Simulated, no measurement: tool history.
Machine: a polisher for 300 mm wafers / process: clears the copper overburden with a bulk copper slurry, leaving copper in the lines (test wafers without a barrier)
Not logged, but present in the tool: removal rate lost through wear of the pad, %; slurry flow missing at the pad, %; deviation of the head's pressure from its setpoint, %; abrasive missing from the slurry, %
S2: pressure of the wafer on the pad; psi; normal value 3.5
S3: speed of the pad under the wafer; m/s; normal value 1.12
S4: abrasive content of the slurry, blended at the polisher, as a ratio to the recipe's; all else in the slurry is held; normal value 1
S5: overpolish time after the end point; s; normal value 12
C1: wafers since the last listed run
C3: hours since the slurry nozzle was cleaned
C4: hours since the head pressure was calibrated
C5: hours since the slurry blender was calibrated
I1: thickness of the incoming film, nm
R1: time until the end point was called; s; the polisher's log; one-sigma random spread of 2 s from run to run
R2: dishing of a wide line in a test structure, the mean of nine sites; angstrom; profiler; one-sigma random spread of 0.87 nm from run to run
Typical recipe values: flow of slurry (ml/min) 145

Run 1, hour 0: usual settings; C1 0; wafers polished on this pad 2942; C3 179.1; C4 728.1; C5 516.6; I1 1458.4. Result: R1 146.6 s, R2 616 angstrom.
Run 2, hour 66.6: usual settings; C1 502; wafers polished on this pad 3445; C3 245.7; C4 794.7; C5 583.2; I1 1475.4. Result: R1 153.1 s, R2 612 angstrom.
Run 3, hour 106.2: usual settings; C1 299; wafers polished on this pad 3744; C3 285.3; C4 834.3; C5 622.8; I1 1462.5. Result: R1 151.1 s, R2 616 angstrom.
At hour 135.1: slurry blender recalibrated.
Run 4, hour 168.5: usual settings; C1 455; wafers polished on this pad 4200; C3 347.6; C4 896.6; C5 33.4; I1 1483.6. Result: R1 155.8 s, R2 598 angstrom.
At hour 190: worn pad replaced by a new one.
Run 5, hour 246.4: usual settings; C1 558; wafers polished on this pad 426; C3 425.5; C4 974.5; C5 111.3; I1 1454. Result: R1 141.8 s, R2 663 angstrom.
Run 6, hour 302: usual settings; C1 419; wafers polished on this pad 846; C3 481.1; C4 1030.1; C5 166.9; I1 1469.7. Result: R1 151.3 s, R2 618 angstrom.
At hour 360.4: slurry nozzle cleaned.
Run 7, hour 389.6: usual settings; C1 654; wafers polished on this pad 1500; C3 29.2; C4 1117.7; C5 254.5; I1 1439.5. Result: R1 142.1 s, R2 633 angstrom.
Run 8, hour 432.9: usual settings; C1 327; wafers polished on this pad 1827; C3 72.5; C4 1161; C5 297.8; I1 1475.6. Result: R1 147.7 s, R2 626 angstrom.
Run 9, hour 473.6: usual settings; C1 307; wafers polished on this pad 2134; C3 113.2; C4 1201.7; C5 338.5; I1 1444.6. Result: R1 144.4 s, R2 622 angstrom.
Run 10, hour 613.6: usual settings but S4 0.75, S5 5 s; C1 1057; wafers polished on this pad 3191; C3 253.2; C4 1341.7; C5 478.5; I1 1464.5. Result: R1 168.2 s, R2 296 angstrom.
Run 11, hour 706.5: usual settings; C1 701; wafers polished on this pad 3893; C3 346.1; C4 1434.6; C5 571.4; I1 1491.9. Result: R1 155.8 s, R2 607 angstrom.
At hour 733.8: head pressure recalibrated.
At hour 791.2: slurry blender recalibrated.
At hour 862.4: worn pad replaced by a new one.
At hour 935.6: slurry nozzle cleaned.
Run 12, hour 977.6: usual settings; C1 1979; wafers polished on this pad 862; C3 42; C4 243.8; C5 186.4; I1 1470.1. Result: R1 140.8 s, R2 640 angstrom.
Run 13, hour 1073.7: usual settings but flow of slurry (ml/min) 165, S2 3 psi, S3 1.5 m/s; C1 725; wafers polished on this pad 1587; C3 138.1; C4 339.9; C5 282.5; I1 1457.3. Result: R1 134.9 s, R2 672 angstrom.
Run 14, hour 1154.7: usual settings but S3 1.02 m/s, S4 1.2; C1 611; wafers polished on this pad 2199; C3 219.1; C4 420.9; C5 363.5; I1 1472.2. Result: R1 153.9 s, R2 624 angstrom.
Run 15, hour 1240.1: usual settings but flow of slurry (ml/min) 160, S2 4 psi, S3 1.24 m/s, S4 1.1; C1 644; wafers polished on this pad 2844; C3 304.5; C4 506.3; C5 448.9; I1 1469.2. Result: R1 115.9 s, R2 719 angstrom.
Run 16, hour 1284.8: usual settings but S2 2.9 psi, S3 1.4 m/s, S4 0.9; C1 337; wafers polished on this pad 3182; C3 349.2; C4 551; C5 493.6; I1 1459.7. Result: R1 157.3 s, R2 593 angstrom.
Run 17, hour 1367.9: usual settings but S3 1.48 m/s, S4 1.1; C1 627; wafers polished on this pad 3809; C3 432.3; C4 634.1; C5 576.7; I1 1457.1. Result: R1 117.5 s, R2 700 angstrom.
At hour 1374.1: slurry blender recalibrated.
At hour 1397.7: worn pad replaced by a new one.
Run 18, hour 1442.1: usual settings but S3 0.8 m/s, S4 1.15; C1 515; wafers polished on this pad 335; C3 506.5; C4 708.3; C5 68; I1 1477.9. Result: R1 187.1 s, R2 558 angstrom.
At hour 1499.7: slurry nozzle cleaned.
Run 19, hour 1500.2: usual settings but S3 1 m/s, S5 15 s; C1 431; wafers polished on this pad 766; C3 0.5; C4 766.4; C5 126.1; I1 1486.5. Result: R1 158.7 s, R2 690 angstrom.
Run 20, hour 1581.2: usual settings but S3 0.74 m/s, S4 1.15; C1 611; wafers polished on this pad 1378; C3 81.5; C4 847.4; C5 207.1; I1 1463.7. Result: R1 195.5 s, R2 512 angstrom.
Run 21, hour 1627.7: usual settings; C1 351; wafers polished on this pad 1729; C3 128; C4 893.9; C5 253.6; I1 1445.5. Result: R1 147.6 s, R2 618 angstrom.
Run 22, hour 1711.6: usual settings but S5 15 s; C1 633; wafers polished on this pad 2362; C3 211.9; C4 977.8; C5 337.5; I1 1442.6. Result: R1 149.7 s, R2 710 angstrom.
Run 23, hour 1757.5: usual settings but S3 0.74 m/s, S4 1.3; C1 346; wafers polished on this pad 2709; C3 257.8; C4 1023.7; C5 383.4; I1 1461.8. Result: R1 202.8 s, R2 526 angstrom.
Run 24, hour 1852.5: usual settings but S2 2.7 psi, S3 1.22 m/s, S5 16 s; C1 717; wafers polished on this pad 3427; C3 352.8; C4 1118.7; C5 478.4; I1 1449.7. Result: R1 187.5 s, R2 627 angstrom.
Run 25, hour 1940.8: usual settings but flow of slurry (ml/min) 120, S5 14 s; C1 666; wafers polished on this pad 4093; C3 441.1; C4 1207; C5 566.7; I1 1491.7. Result: R1 168.1 s, R2 646 angstrom.
Run 26, hour 1993.9: usual settings; C1 401; wafers polished on this pad 4494; C3 494.2; C4 1260.1; C5 619.8; I1 1452.1. Result: R1 160.6 s, R2 611 angstrom.
At hour 2018.4: slurry nozzle cleaned.
Run 27, hour 2044.8: usual settings but S3 1.38 m/s, S5 6 s; C1 376; wafers polished on this pad 4871; C3 26.4; C4 1311; C5 670.7; I1 1472.2. Result: R1 130.8 s, R2 433 angstrom.
At hour 2064.8: slurry blender recalibrated.
At hour 2097.7: worn pad replaced by a new one.
Run 28, hour 2099.6: usual settings but S3 0.9 m/s; C1 368; wafers polished on this pad 14; C3 81.2; C4 1365.8; C5 34.8; I1 1447.1. Result: R1 160.1 s, R2 602 angstrom.
Run 29, hour 2158.1: usual settings but flow of slurry (ml/min) 120; C1 441; wafers polished on this pad 456; C3 139.7; C4 1424.3; C5 93.3; I1 1473.3. Result: R1 139.6 s, R2 643 angstrom.

3 options for the next run, each taken on its own from the tool as it stands now. Forecast them:
Run A, hour 2158.6: usual settings but S2 3.9 psi; C1 3; wafers polished on this pad 459; C3 140.2; C4 1424.8; C5 93.8; I1 1467.7. Result: R1 ?, R2 ?.
Run B, hour 2158.6: usual settings but S2 4.2 psi, S4 0.9, S5 7 s; C1 3; wafers polished on this pad 459; C3 140.2; C4 1424.8; C5 93.8; I1 1467.7. Result: R1 ?, R2 ?.
Run C, hour 2158.6: usual settings but S4 1.15; C1 3; wafers polished on this pad 459; C3 140.2; C4 1424.8; C5 93.8; I1 1467.7. Result: R1 ?, R2 ?.

run     R1   R2
  A  126.8  710
  B  121.3  521
  C  135.9  674
Without the tool's hidden state the same runs would have given:
run     R1   R2
  A  120.9  729
  B  115.7  539
  C  129.6  692
